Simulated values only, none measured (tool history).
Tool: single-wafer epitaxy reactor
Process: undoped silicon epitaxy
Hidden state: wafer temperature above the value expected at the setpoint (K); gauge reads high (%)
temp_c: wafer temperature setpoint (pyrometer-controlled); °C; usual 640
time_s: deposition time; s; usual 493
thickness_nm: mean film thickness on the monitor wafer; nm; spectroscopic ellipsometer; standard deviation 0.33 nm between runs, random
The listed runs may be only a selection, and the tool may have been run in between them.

run,day,temp_c,time_s,wafers since the last listed run,hours since the last pyrometer calibration,hours since the gauge calibration,"read-back reference wafer on the same gauge, thickness_nm",thickness_nm
1,0.000,640,493,0,1221.5,279.0,73.767,65.581
2,1.846,640,493,189,1265.8,323.3,73.696,64.722
3,3.796,640,493,200,1312.6,370.1,73.506,65.435
4,6.112,640,493,238,1368.2,425.7,73.351,64.813
5,7.333,640,493,125,1397.5,455.0,73.339,64.490
6,9.025,640,493,174,1438.1,495.6,73.123,64.058
# day 10.279: pyrometer calibrated
# day 10.317: gauge calibrated
7,10.521,640,493,119,5.8,4.9,74.580,65.712
8,13.079,634,493,263,67.2,66.3,74.432,56.495
9,14.704,640,493,167,106.2,105.3,74.233,65.780
10,16.296,630,578,163,144.4,143.5,74.153,58.640
11,17.783,632,549,153,180.1,179.2,74.047,59.270
12,19.292,640,456,155,216.3,215.4,73.927,60.127

Run 13, settings as shown, results not yet in. Your forecast:
13,21.096,640,493,185,259.6,258.7,?,?

{"run 13": {"read-back reference wafer on the same gauge, thickness_nm": 73.898, "thickness_nm": 64.49}}
Take away the tool's hidden state, keep the run-to-run variation as it was, and the same run would have given thickness_nm 65.161 nm.

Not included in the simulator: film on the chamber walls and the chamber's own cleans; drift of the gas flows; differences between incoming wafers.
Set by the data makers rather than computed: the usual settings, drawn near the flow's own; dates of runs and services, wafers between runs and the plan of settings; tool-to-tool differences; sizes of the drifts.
